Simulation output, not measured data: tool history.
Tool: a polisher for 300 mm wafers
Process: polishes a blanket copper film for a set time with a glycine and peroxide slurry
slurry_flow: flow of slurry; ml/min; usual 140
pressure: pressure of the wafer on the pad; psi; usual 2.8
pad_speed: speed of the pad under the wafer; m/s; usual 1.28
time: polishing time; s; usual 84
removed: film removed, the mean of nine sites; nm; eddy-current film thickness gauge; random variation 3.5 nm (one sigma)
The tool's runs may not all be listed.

run   hour  slurry_flow  pressure  pad_speed  time  wafers since the last listed run  wafers polished on this pad  hours since the slurry nozzle was cleaned  hours since the head pressure was calibrated  incoming thickness of the incoming film, nm  removed
  1    0.0          140       2.8       0.96    84                                 0                         1322                                      355.3                                         266.3                                       1589.2    489.2
  2   34.5          140       2.8       0.96    84                               329                         1652                                      389.8                                         300.8                                       1562.4    497.2
      82.6  -- head pressure recalibrated
  3  104.6          140       2.8       0.96    84                               651                         2303                                      459.9                                          22.0                                       1570.4    470.1
     135.2  -- worn pad replaced by a new one
  4  151.0          140       2.8       1.18    84                               405                          151                                      506.3                                          68.4                                       1599.5    521.6
  5  198.1          140       2.8       1.18    84                               450                          601                                      553.4                                         115.5                                       1586.6    526.9
  6  261.8          140       2.8       1.18    84                               609                         1210                                      617.1                                         179.2                                       1620.6    528.0
  7  292.4          125       2.8       0.96    84                               292                         1503                                      647.7                                         209.8                                       1584.2    463.6
  8  333.4          125       2.8       0.96    84                               392                         1895                                      688.7                                         250.8                                       1588.4    468.6
  9  367.1          125       2.8       0.96    84                               322                         2217                                      722.4                                         284.5                                       1589.4    463.9
     379.8  -- head pressure recalibrated
 10  398.6          140       2.8       1.28    84                               282                         2500                                      753.9                                          18.8                                       1565.8    513.7
     407.6  -- worn pad replaced by a new one
 11  458.2          140       2.8       1.28    84                               531                          484                                      813.5                                          78.4                                       1604.4    516.0
 12  510.0          140       2.8       1.28    84                               495                          979                                      865.3                                         130.2                                       1609.6    525.1
 13  554.7          140       1.9       0.90   108                               427                         1406                                      910.0                                         174.9                                       1584.2    412.1
     572.7  -- slurry nozzle cleaned
 14  585.0          140       2.8       1.28    84                               280                         1687                                       12.3                                         205.2                                       1578.3    564.7
 15  635.6          140       3.4       0.86    84                               483                         2171                                       62.9                                         255.8                                       1561.5    555.4
     649.0  -- worn pad replaced by a new one
 16  664.1          140       3.4       1.28   112                               234                          144                                       91.4                                         284.3                                       1601.3    896.7
     698.7  -- head pressure recalibrated
 17  706.5          100       3.7       1.04    84                               386                          530                                      133.8                                           7.8                                       1589.7    572.2

Forecast run 18:
 18  908.8          140       3.1       1.28   105                              1934                         2465                                      336.1                                         210.1                                       1586.1        ?

removed: 768.3 nm
Without the tool's hidden state the same run would have given removed 745.1 nm.

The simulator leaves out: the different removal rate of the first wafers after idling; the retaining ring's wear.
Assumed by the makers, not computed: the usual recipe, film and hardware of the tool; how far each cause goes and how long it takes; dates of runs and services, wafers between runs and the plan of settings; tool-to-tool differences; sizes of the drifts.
